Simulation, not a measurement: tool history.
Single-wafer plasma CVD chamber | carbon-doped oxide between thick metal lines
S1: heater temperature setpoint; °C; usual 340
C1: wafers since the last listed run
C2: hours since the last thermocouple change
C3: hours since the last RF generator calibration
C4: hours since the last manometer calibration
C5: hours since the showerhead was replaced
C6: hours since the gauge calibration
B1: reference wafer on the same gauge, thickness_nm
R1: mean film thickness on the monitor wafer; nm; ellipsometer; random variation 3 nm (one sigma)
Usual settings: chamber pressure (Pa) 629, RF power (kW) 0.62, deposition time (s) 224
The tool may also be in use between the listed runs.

Run 1, hour 0: usual settings; C1 0; C2 1177; C3 10.9; C4 1890.9; C5 6013.5; C6 185.3; B1 1159.68. Result: R1 1295.239 nm.
Run 2, hour 48.8: usual settings; C1 216; C2 1225.8; C3 59.7; C4 1939.7; C5 6062.3; C6 234.1; B1 1160.546. Result: R1 1293.036 nm.
Run 3, hour 66.5: usual settings; C1 78; C2 1243.5; C3 77.4; C4 1957.4; C5 6080; C6 251.8; B1 1160.805. Result: R1 1288.51 nm.
At hour 80.7: capacitance manometer re-zeroed and calibrated.
Run 4, hour 83.2: usual settings but S1 330 °C; C1 38; C2 1260.2; C3 94.1; C4 2.5; C5 6096.7; C6 268.5; B1 1159.719. Result: R1 1328.476 nm.
Run 5, hour 91.1: usual settings but S1 330 °C; C1 35; C2 1268.1; C3 102; C4 10.4; C5 6104.6; C6 276.4; B1 1160.435. Result: R1 1324.182 nm.
Run 6, hour 102: usual settings but S1 330 °C; C1 48; C2 1279; C3 112.9; C4 21.3; C5 6115.5; C6 287.3; B1 1158.115. Result: R1 1331.62 nm.
At hour 113.9: thermocouple changed; heater temperature recalibrated.
Run 7, hour 139.2: usual settings; C1 129; C2 25.3; C3 150.1; C4 58.5; C5 6152.7; C6 324.5; B1 1159.521. Result: R1 1287.777 nm.
Run 8, hour 145.5: usual settings; C1 27; C2 31.6; C3 156.4; C4 64.8; C5 6159; C6 330.8; B1 1160.879. Result: R1 1287.532 nm.
Run 9, hour 153: usual settings but S1 350 °C, chamber pressure (Pa) 687, RF power (kW) 0.57, deposition time (s) 261; C1 33; C2 39.1; C3 163.9; C4 72.3; C5 6166.5; C6 338.3; B1 1160.282. Result: R1 1403.635 nm.
Run 10, hour 162.4: usual settings but chamber pressure (Pa) 687, RF power (kW) 0.54; C1 41; C2 48.5; C3 173.3; C4 81.7; C5 6175.9; C6 347.7; B1 1159.383. Result: R1 1185.603 nm.
At hour 172: showerhead replaced.
Run 11, hour 172.5: usual settings but S1 352 °C, RF power (kW) 0.715, deposition time (s) 195; C1 9; C2 58.6; C3 183.4; C4 91.8; C5 0.5; C6 357.8; B1 1158.583. Result: R1 1187.65 nm.
Run 12, hour 176.3: usual settings; C1 16; C2 62.4; C3 187.2; C4 95.6; C5 4.3; C6 361.6; B1 1160.126. Result: R1 1286.735 nm.
At hour 188.5: gauge calibrated.
Run 13, hour 189.6: usual settings but S1 351 °C, chamber pressure (Pa) 739, deposition time (s) 257; C1 59; C2 75.7; C3 200.5; C4 108.9; C5 17.6; C6 1.1; B1 1160.369. Result: R1 1459.584 nm.
Run 14, hour 196.1: usual settings but S1 344 °C, chamber pressure (Pa) 700, RF power (kW) 0.57, deposition time (s) 267; C1 28; C2 82.2; C3 207; C4 115.4; C5 24.1; C6 7.6; B1 1158.953. Result: R1 1455.662 nm.
Run 15, hour 210.7: usual settings; C1 64; C2 96.8; C3 221.6; C4 130; C5 38.7; C6 22.2; B1 1160.313. Result: R1 1279.312 nm.
Run 16, hour 220.6: usual settings but S1 346 °C, chamber pressure (Pa) 685; C1 43; C2 106.7; C3 231.5; C4 139.9; C5 48.6; C6 32.1; B1 1158.647. Result: R1 1276.351 nm.
Run 17, hour 234.6: usual settings but chamber pressure (Pa) 689, deposition time (s) 254; C1 62; C2 120.7; C3 245.5; C4 153.9; C5 62.6; C6 46.1; B1 1159.304. Result: R1 1473.928 nm.
Run 18, hour 248.6: usual settings but RF power (kW) 0.525; C1 62; C2 134.7; C3 259.5; C4 167.9; C5 76.6; C6 60.1; B1 1160.767. Result: R1 1142.339 nm.
Run 19, hour 265.2: usual settings but chamber pressure (Pa) 760, deposition time (s) 241; C1 73; C2 151.3; C3 276.1; C4 184.5; C5 93.2; C6 76.7; B1 1160.063. Result: R1 1408.256 nm.
Run 20, hour 272.7: usual settings but chamber pressure (Pa) 689, deposition time (s) 254; C1 33; C2 158.8; C3 283.6; C4 192; C5 100.7; C6 84.2; B1 1160.035. Result: R1 1472.334 nm.
Run 21, hour 283.7: usual settings but chamber pressure (Pa) 519, RF power (kW) 0.585, deposition time (s) 204; C1 48; C2 169.8; C3 294.6; C4 203; C5 111.7; C6 95.2; B1 1160.136. Result: R1 1088.482 nm.
Run 22, hour 301.1: usual settings; C1 77; C2 187.2; C3 312; C4 220.4; C5 129.1; C6 112.6; B1 1159.878. Result: R1 1282.641 nm.
Run 23, hour 316.1: usual settings but S1 335 °C, deposition time (s) 250; C1 66; C2 202.2; C3 327; C4 235.4; C5 144.1; C6 127.6; B1 1160.192. Result: R1 1438.327 nm.
Run 24, hour 327: usual settings but chamber pressure (Pa) 696, RF power (kW) 0.575, deposition time (s) 192; C1 48; C2 213.1; C3 337.9; C4 246.3; C5 155; C6 138.5; B1 1159.331. Result: R1 1050.715 nm.
Run 25, hour 335.2: usual settings but chamber pressure (Pa) 535, RF power (kW) 0.685, deposition time (s) 244; C1 36; C2 221.3; C3 346.1; C4 254.5; C5 163.2; C6 146.7; B1 1158.969. Result: R1 1437.792 nm.
Run 26, hour 341.3: usual settings; C1 27; C2 227.4; C3 352.2; C4 260.6; C5 169.3; C6 152.8; B1 1159.748. Result: R1 1269.966 nm.
Run 27, hour 353.2: usual settings but chamber pressure (Pa) 749, RF power (kW) 0.585, deposition time (s) 212; C1 52; C2 239.3; C3 364.1; C4 272.5; C5 181.2; C6 164.7; B1 1159.807. Result: R1 1191.004 nm.

The tool's hidden state at each run:
wafer temperature above the value expected at the setpoint (K): 0 in every run
true pressure above the setpoint (%): 0 in every run
gauge reads high (%): 0 in every run
H1: delivered RF power above the setpoint (%)
run      H1
  1  -0.431
  2      -1
  3    -1.2
  4   -1.38
  5   -1.46
  6   -1.57
  7   -1.94
  8      -2
  9   -2.07
 10   -2.16
 11   -2.25
 12   -2.28
 13    -2.4
 14   -2.46
 15   -2.58
 16   -2.66
 17   -2.77
 18   -2.88
 19   -3.01
 20   -3.07
 21   -3.15
 22   -3.27
 23   -3.38
 24   -3.45
 25   -3.51
 26   -3.55
 27   -3.63
